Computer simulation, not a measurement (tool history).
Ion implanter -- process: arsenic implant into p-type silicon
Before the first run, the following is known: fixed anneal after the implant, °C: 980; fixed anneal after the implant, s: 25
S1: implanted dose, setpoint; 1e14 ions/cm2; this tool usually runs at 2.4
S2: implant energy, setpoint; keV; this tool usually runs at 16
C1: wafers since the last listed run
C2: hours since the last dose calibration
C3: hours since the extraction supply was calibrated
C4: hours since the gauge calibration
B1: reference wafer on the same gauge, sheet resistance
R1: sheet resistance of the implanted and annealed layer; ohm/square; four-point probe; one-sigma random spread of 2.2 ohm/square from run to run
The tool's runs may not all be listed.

| run | hour | S1 | S2 | C1 | C2 | C3 | C4 | B1 | R1 |
|---|---|---|---|---|---|---|---|---|---|
| 1 | 0 | 2.4 | 16 | 0 | 1532.7 | 1420.9 | 349.3 | 435.37 | 412.08 |
| 2 | 30.2 | 1.98 | 18.5 | 739 | 1562.9 | 1451.1 | 379.5 | 436.09 | 465.93 |
| 3 | 81.6 | 1.98 | 18.5 | 1258 | 1614.3 | 1502.5 | 430.9 | 436.16 | 465.18 |
| 4 | 127.8 | 1.98 | 18.5 | 1131 | 1660.5 | 1548.7 | 477.1 | 437.08 | 463.71 |
| 5 | 170.9 | 2.4 | 16 | 1055 | 1703.6 | 1591.8 | 520.2 | 437.86 | 409.05 |
| 6 | 214.6 | 2.4 | 16 | 1070 | 1747.3 | 1635.5 | 563.9 | 440.03 | 413.95 |
| 7 | 264.2 | 2.4 | 16 | 1214 | 1796.9 | 1685.1 | 613.5 | 440.18 | 412.03 |
| 8 | 323.9 | 2.4 | 16 | 1462 | 1856.6 | 1744.8 | 673.2 | 440.8 | 416.58 |
| 9 | 428 | 2.4 | 16 | 2549 | 1960.7 | 1848.9 | 777.3 | 443.6 | 413.5 |
| 10 | 498 | 2.03 | 16 | 1714 | 2030.7 | 1918.9 | 847.3 | 444.92 | 476.54 |
| 11 | 546 | 2.03 | 16 | 1175 | 2078.7 | 1966.9 | 895.3 | 446.48 | 476 |
| 12 | 611.7 | 2.03 | 16 | 1609 | 2144.4 | 2032.6 | 961 | 447.77 | 475.41 |
| 13 | 643.6 | 2.06 | 16 | 781 | 2176.3 | 2064.5 | 992.9 | 450.62 | 471.58 |
|  | 658 | gauge calibrated |
| 14 | 695 | 2.06 | 16 | 1258 | 2227.7 | 2115.9 | 37 | 433.84 | 456.63 |
| 15 | 738 | 2.4 | 16 | 1053 | 2270.7 | 2158.9 | 80 | 434.13 | 409.48 |
| 16 | 787 | 2.92 | 11.5 | 1200 | 2319.7 | 2207.9 | 129 | 433.84 | 363.11 |
|  | 819 | extraction supply calibrated |
| 17 | 830.4 | 2.6 | 16 | 867 | 2363.1 | 11.4 | 172.4 | 433.62 | 385.76 |
| 18 | 869.8 | 2.4 | 16 | 965 | 2402.5 | 50.8 | 211.8 | 433.79 | 406.83 |
|  | 947.3 | Faraday cup replaced and dose calibrated |
| 19 | 993.9 | 2.18 | 20 | 2843 | 46.6 | 174.9 | 335.9 | 436.13 | 427.93 |
| 20 | 1065.8 | 2.03 | 16 | 1761 | 118.5 | 246.8 | 407.8 | 436.64 | 460.48 |
| 21 | 1115.7 | 2.4 | 16 | 1222 | 168.4 | 296.7 | 457.7 | 436.88 | 407.37 |
| 22 | 1162.2 | 2.97 | 12.5 | 1138 | 214.9 | 343.2 | 504.2 | 438.01 | 359.19 |
| 23 | 1188 | 2.4 | 16 | 631 | 240.7 | 369 | 530 | 439.35 | 410.93 |
| 24 | 1258 | 2.13 | 16 | 1714 | 310.7 | 439 | 600 | 440.94 | 448.74 |
| 25 | 1312.8 | 2.4 | 11.5 | 1342 | 365.5 | 493.8 | 654.8 | 440.76 | 429.35 |
| 26 | 1355.8 | 2.93 | 16 | 1053 | 408.5 | 536.8 | 697.8 | 442.28 | 357.44 |
| 27 | 1425.4 | 2.4 | 18.5 | 1704 | 478.1 | 606.4 | 767.4 | 443.88 | 408.54 |
| 28 | 1543.5 | 1.72 | 13 | 2892 | 596.2 | 724.5 | 885.5 | 446.93 | 555.91 |

Consider 4 possible next runs. They are alternatives, not a sequence: every one starts from the tool as it was left by run 28. What does each give?
| A | 1543.9 | 2.4 | 16 | 9 | 596.6 | 724.9 | 885.9 | ? | ? |
| B | 1543.9 | 2.94 | 16 | 9 | 596.6 | 724.9 | 885.9 | ? | ? |
| C | 1543.9 | 1.93 | 17.5 | 9 | 596.6 | 724.9 | 885.9 | ? | ? |
| D | 1543.9 | 1.69 | 19.5 | 9 | 596.6 | 724.9 | 885.9 | ? | ? |

| run | B1 | R1 |
|---|---|---|
| A | 447.59 | 419.01 |
| B | 447.59 | 359.46 |
| C | 447.59 | 487.4 |
| D | 447.59 | 529.39 |
What these runs would have given with no unlogged condition in the tool:
| run | R1 |
|---|---|
| A | 406.97 |
| B | 349.13 |
| C | 473.39 |
| D | 514.18 |
